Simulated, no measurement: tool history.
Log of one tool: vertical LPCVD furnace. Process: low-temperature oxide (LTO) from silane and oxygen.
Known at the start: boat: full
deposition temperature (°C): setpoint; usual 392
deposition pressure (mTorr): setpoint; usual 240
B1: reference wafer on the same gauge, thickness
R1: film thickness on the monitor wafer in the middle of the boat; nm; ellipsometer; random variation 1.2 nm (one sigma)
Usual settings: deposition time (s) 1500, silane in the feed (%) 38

{"run": 1, "hour": 0.0, "deposition temperature (°C)": 392, "deposition pressure (mTorr)": 240, "deposition time (s)": 1500, "silane in the feed (%)": 38, "B1": 234.77, "R1": 230.72}
{"run": 2, "hour": 35.1, "deposition temperature (°C)": 392, "deposition pressure (mTorr)": 240, "deposition time (s)": 1500, "silane in the feed (%)": 38, "B1": 234.95, "R1": 233.18}
{"run": 3, "hour": 95.3, "deposition temperature (°C)": 392, "deposition pressure (mTorr)": 240, "deposition time (s)": 1500, "silane in the feed (%)": 38, "B1": 234.79, "R1": 231.31}
{"run": 4, "hour": 157.3, "deposition temperature (°C)": 392, "deposition pressure (mTorr)": 240, "deposition time (s)": 1500, "silane in the feed (%)": 34, "B1": 235.18, "R1": 202.19}
{"run": 5, "hour": 192.4, "deposition temperature (°C)": 392, "deposition pressure (mTorr)": 240, "deposition time (s)": 1500, "silane in the feed (%)": 34, "B1": 235.01, "R1": 202.21}
{"run": 6, "hour": 248.1, "deposition temperature (°C)": 392, "deposition pressure (mTorr)": 240, "deposition time (s)": 1260, "silane in the feed (%)": 38, "B1": 235.05, "R1": 195.84}
{"run": 7, "hour": 303.5, "deposition temperature (°C)": 392, "deposition pressure (mTorr)": 240, "deposition time (s)": 1260, "silane in the feed (%)": 38, "B1": 234.98, "R1": 196.86}
{"run": 8, "hour": 347.2, "deposition temperature (°C)": 392, "deposition pressure (mTorr)": 275, "deposition time (s)": 1500, "silane in the feed (%)": 38, "B1": 235.05, "R1": 266.43}
{"hour": 372.7, "done": "gauge calibrated"}
{"hour": 410.0, "done": "pressure gauge zeroed"}
{"run": 9, "hour": 410.5, "deposition temperature (°C)": 392, "deposition pressure (mTorr)": 275, "deposition time (s)": 1500, "silane in the feed (%)": 38, "B1": 235.01, "R1": 265.78}
{"hour": 466.5, "done": "silane flow controller replaced"}
{"run": 10, "hour": 467.0, "deposition temperature (°C)": 392, "deposition pressure (mTorr)": 240, "deposition time (s)": 1500, "silane in the feed (%)": 32, "B1": 234.83, "R1": 185.66}
{"run": 11, "hour": 496.6, "deposition temperature (°C)": 392, "deposition pressure (mTorr)": 240, "deposition time (s)": 1500, "silane in the feed (%)": 32, "B1": 234.96, "R1": 184.84}
{"hour": 574.2, "done": "thermocouples replaced and temperature profile calibrated"}
{"run": 12, "hour": 574.7, "deposition temperature (°C)": 392, "deposition pressure (mTorr)": 240, "deposition time (s)": 1500, "silane in the feed (%)": 38, "B1": 234.87, "R1": 221.98}
{"run": 13, "hour": 618.5, "deposition temperature (°C)": 397, "deposition pressure (mTorr)": 240, "deposition time (s)": 1080, "silane in the feed (%)": 40, "B1": 235.18, "R1": 182.08}
{"run": 14, "hour": 688.3, "deposition temperature (°C)": 385, "deposition pressure (mTorr)": 240, "deposition time (s)": 1650, "silane in the feed (%)": 38, "B1": 235.23, "R1": 226.47}
{"run": 15, "hour": 744.0, "deposition temperature (°C)": 395, "deposition pressure (mTorr)": 240, "deposition time (s)": 1710, "silane in the feed (%)": 36, "B1": 235.29, "R1": 245.44}
{"run": 16, "hour": 841.6, "deposition temperature (°C)": 398, "deposition pressure (mTorr)": 240, "deposition time (s)": 1740, "silane in the feed (%)": 41, "B1": 234.81, "R1": 307.38}
{"run": 17, "hour": 879.8, "deposition temperature (°C)": 392, "deposition pressure (mTorr)": 240, "deposition time (s)": 1500, "silane in the feed (%)": 43, "B1": 234.76, "R1": 258.86}
{"run": 18, "hour": 948.1, "deposition temperature (°C)": 392, "deposition pressure (mTorr)": 240, "deposition time (s)": 1500, "silane in the feed (%)": 38, "B1": 234.83, "R1": 222.84}
{"run": 19, "hour": 1011.4, "deposition temperature (°C)": 397, "deposition pressure (mTorr)": 240, "deposition time (s)": 1500, "silane in the feed (%)": 38, "B1": 235.16, "R1": 239.56}
{"run": 20, "hour": 1049.7, "deposition temperature (°C)": 395, "deposition pressure (mTorr)": 240, "deposition time (s)": 1710, "silane in the feed (%)": 36, "B1": 235.22, "R1": 246.09}
{"run": 21, "hour": 1081.3, "deposition temperature (°C)": 392, "deposition pressure (mTorr)": 240, "deposition time (s)": 1290, "silane in the feed (%)": 38, "B1": 235, "R1": 194.01}
{"run": 22, "hour": 1126.6, "deposition temperature (°C)": 392, "deposition pressure (mTorr)": 220, "deposition time (s)": 1980, "silane in the feed (%)": 38, "B1": 234.71, "R1": 274.76}
{"run": 23, "hour": 1193.9, "deposition temperature (°C)": 392, "deposition pressure (mTorr)": 240, "deposition time (s)": 1500, "silane in the feed (%)": 38, "B1": 235.16, "R1": 225.57}
{"run": 24, "hour": 1227.2, "deposition temperature (°C)": 399, "deposition pressure (mTorr)": 295, "deposition time (s)": 990, "silane in the feed (%)": 38, "B1": 235.38, "R1": 197.49}
{"run": 25, "hour": 1323.4, "deposition temperature (°C)": 398, "deposition pressure (mTorr)": 185, "deposition time (s)": 1500, "silane in the feed (%)": 38, "B1": 234.94, "R1": 188.53}
{"run": 26, "hour": 1362.0, "deposition temperature (°C)": 392, "deposition pressure (mTorr)": 240, "deposition time (s)": 1500, "silane in the feed (%)": 38, "B1": 234.85, "R1": 225.61}
{"run": 27, "hour": 1426.1, "deposition temperature (°C)": 392, "deposition pressure (mTorr)": 240, "deposition time (s)": 1500, "silane in the feed (%)": 38, "B1": 235.19, "R1": 224.91}
{"run": 28, "hour": 1459.8, "deposition temperature (°C)": 386, "deposition pressure (mTorr)": 210, "deposition time (s)": 1500, "silane in the feed (%)": 38, "B1": 234.61, "R1": 185.13}
{"run": 29, "hour": 1511.5, "deposition temperature (°C)": 392, "deposition pressure (mTorr)": 240, "deposition time (s)": 1500, "silane in the feed (%)": 38, "B1": 235.11, "R1": 228.4}
{"run": 30, "hour": 1540.4, "deposition temperature (°C)": 384, "deposition pressure (mTorr)": 240, "deposition time (s)": 1500, "silane in the feed (%)": 38, "B1": 234.65, "R1": 207.03}
{"run": 31, "hour": 1587.5, "deposition temperature (°C)": 392, "deposition pressure (mTorr)": 240, "deposition time (s)": 1500, "silane in the feed (%)": 38, "B1": 235.39, "R1": 225.78}

The tool's hidden state at each run:
true pressure minus gauge reading, mTorr: 0 in every run
deviation of the silane flow from its setpoint, %: 0 in every run
gauge reads high (%): 0 in every run
H1: true tube temperature minus thermocouple reading, K
run=1 H1=3.5
run=2 H1=3.56
run=3 H1=3.65
run=4 H1=3.74
run=5 H1=3.8
run=6 H1=3.88
run=7 H1=3.97
run=8 H1=4.03
run=9 H1=4.13
run=10 H1=4.22
run=11 H1=4.26
run=12 H1=0.231
run=13 H1=0.298
run=14 H1=0.405
run=15 H1=0.49
run=16 H1=0.639
run=17 H1=0.697
run=18 H1=0.802
run=19 H1=0.899
run=20 H1=0.957
run=21 H1=1.01
run=22 H1=1.07
run=23 H1=1.18
run=24 H1=1.23
run=25 H1=1.38
run=26 H1=1.43
run=27 H1=1.53
run=28 H1=1.58
run=29 H1=1.66
run=30 H1=1.71
run=31 H1=1.78
